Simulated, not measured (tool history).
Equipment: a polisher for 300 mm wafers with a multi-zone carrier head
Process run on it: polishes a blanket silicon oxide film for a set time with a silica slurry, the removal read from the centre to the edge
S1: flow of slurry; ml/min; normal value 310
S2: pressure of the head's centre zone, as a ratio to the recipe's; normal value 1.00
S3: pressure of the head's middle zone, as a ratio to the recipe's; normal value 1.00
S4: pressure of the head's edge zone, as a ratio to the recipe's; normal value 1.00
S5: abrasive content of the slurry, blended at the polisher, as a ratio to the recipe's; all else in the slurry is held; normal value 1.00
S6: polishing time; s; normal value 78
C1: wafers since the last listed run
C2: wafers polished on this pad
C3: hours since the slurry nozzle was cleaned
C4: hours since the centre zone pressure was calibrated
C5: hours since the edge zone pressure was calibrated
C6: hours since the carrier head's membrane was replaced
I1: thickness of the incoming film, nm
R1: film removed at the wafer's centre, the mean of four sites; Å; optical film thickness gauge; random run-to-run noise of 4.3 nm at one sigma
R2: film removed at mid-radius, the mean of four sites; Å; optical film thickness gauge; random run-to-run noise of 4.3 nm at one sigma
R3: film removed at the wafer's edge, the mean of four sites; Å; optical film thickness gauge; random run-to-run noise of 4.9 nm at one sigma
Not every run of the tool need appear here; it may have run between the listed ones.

{"run": 1, "hour": 0.0, "S1": 405, "S2": 1.0, "S3": 1.0, "S4": 1.0, "S5": 1.0, "S6": 78, "C1": 0, "C2": 317, "C3": 364.9, "C4": 1105.4, "C5": 244.9, "C6": 1370.2, "I1": 1804.9, "R1": 3676, "R2": 3627, "R3": 3525}
{"run": 2, "hour": 36.1, "S1": 310, "S2": 0.96, "S3": 1.0, "S4": 1.07, "S5": 1.0, "S6": 78, "C1": 258, "C2": 576, "C3": 401.0, "C4": 1141.5, "C5": 281.0, "C6": 1406.3, "I1": 1844.8, "R1": 3428, "R2": 3557, "R3": 3608}
{"hour": 69.2, "done": "centre zone pressure recalibrated"}
{"run": 3, "hour": 76.6, "S1": 310, "S2": 0.9, "S3": 1.0, "S4": 1.0, "S5": 1.0, "S6": 78, "C1": 276, "C2": 852, "C3": 441.5, "C4": 7.4, "C5": 321.5, "C6": 1446.8, "I1": 1818.9, "R1": 3166, "R2": 3440, "R3": 3581}
{"run": 4, "hour": 147.0, "S1": 310, "S2": 1.0, "S3": 1.0, "S4": 1.0, "S5": 1.0, "S6": 78, "C1": 504, "C2": 1357, "C3": 511.9, "C4": 77.8, "C5": 391.9, "C6": 1517.2, "I1": 1801.4, "R1": 3551, "R2": 3515, "R3": 3518}
{"run": 5, "hour": 202.6, "S1": 310, "S2": 1.0, "S3": 1.0, "S4": 1.0, "S5": 1.0, "S6": 78, "C1": 398, "C2": 1755, "C3": 567.5, "C4": 133.4, "C5": 447.5, "C6": 1572.8, "I1": 1834.0, "R1": 3489, "R2": 3528, "R3": 3403}
{"run": 6, "hour": 261.0, "S1": 310, "S2": 1.0, "S3": 1.0, "S4": 1.04, "S5": 1.0, "S6": 78, "C1": 418, "C2": 2174, "C3": 625.9, "C4": 191.8, "C5": 505.9, "C6": 1631.2, "I1": 1823.4, "R1": 3589, "R2": 3558, "R3": 3516}
{"hour": 265.1, "done": "slurry nozzle cleaned"}
{"hour": 312.0, "done": "carrier head's membrane replaced by a new one"}
{"run": 7, "hour": 323.7, "S1": 310, "S2": 1.1, "S3": 0.91, "S4": 0.89, "S5": 1.15, "S6": 78, "C1": 406, "C2": 2581, "C3": 58.6, "C4": 254.5, "C5": 568.6, "C6": 11.7, "I1": 1851.0, "R1": 4285, "R2": 3588, "R3": 3622}
{"run": 8, "hour": 352.7, "S1": 310, "S2": 1.1, "S3": 1.0, "S4": 1.0, "S5": 1.0, "S6": 78, "C1": 207, "C2": 2788, "C3": 87.6, "C4": 283.5, "C5": 597.6, "C6": 40.7, "I1": 1832.8, "R1": 3858, "R2": 3570, "R3": 3511}
{"run": 9, "hour": 398.7, "S1": 310, "S2": 1.06, "S3": 1.04, "S4": 1.0, "S5": 1.0, "S6": 78, "C1": 329, "C2": 3118, "C3": 133.6, "C4": 329.5, "C5": 643.6, "C6": 86.7, "I1": 1804.9, "R1": 3811, "R2": 3592, "R3": 3491}
{"hour": 429.4, "done": "worn pad replaced by a new one"}
{"run": 10, "hour": 440.8, "S1": 310, "S2": 1.05, "S3": 1.0, "S4": 1.0, "S5": 1.0, "S6": 78, "C1": 273, "C2": 81, "C3": 175.7, "C4": 371.6, "C5": 685.7, "C6": 128.8, "I1": 1832.5, "R1": 3725, "R2": 3544, "R3": 3458}
{"run": 11, "hour": 472.4, "S1": 360, "S2": 1.08, "S3": 0.91, "S4": 1.0, "S5": 1.0, "S6": 87, "C1": 226, "C2": 308, "C3": 207.3, "C4": 403.2, "C5": 717.3, "C6": 160.4, "I1": 1809.0, "R1": 4288, "R2": 3733, "R3": 3895}
{"run": 12, "hour": 515.1, "S1": 310, "S2": 1.0, "S3": 1.0, "S4": 1.0, "S5": 1.0, "S6": 78, "C1": 306, "C2": 614, "C3": 250.0, "C4": 445.9, "C5": 760.0, "C6": 203.1, "I1": 1858.1, "R1": 3553, "R2": 3566, "R3": 3545}

Predict the results of run 13:
{"run": 13, "hour": 547.3, "S1": 310, "S2": 1.0, "S3": 1.0, "S4": 1.0, "S5": 1.0, "S6": 78, "C1": 230, "C2": 845, "C3": 282.2, "C4": 478.1, "C5": 792.2, "C6": 235.3, "I1": 1808.9, "R1": "?", "R2": "?", "R3": "?"}

R1: 3513 Å
R2: 3490 Å
R3: 3532 Å
On a tool with no hidden condition, and with the same random variation, this run would have come out at R1 3513 Å, R2 3490 Å, R3 3532 Å.
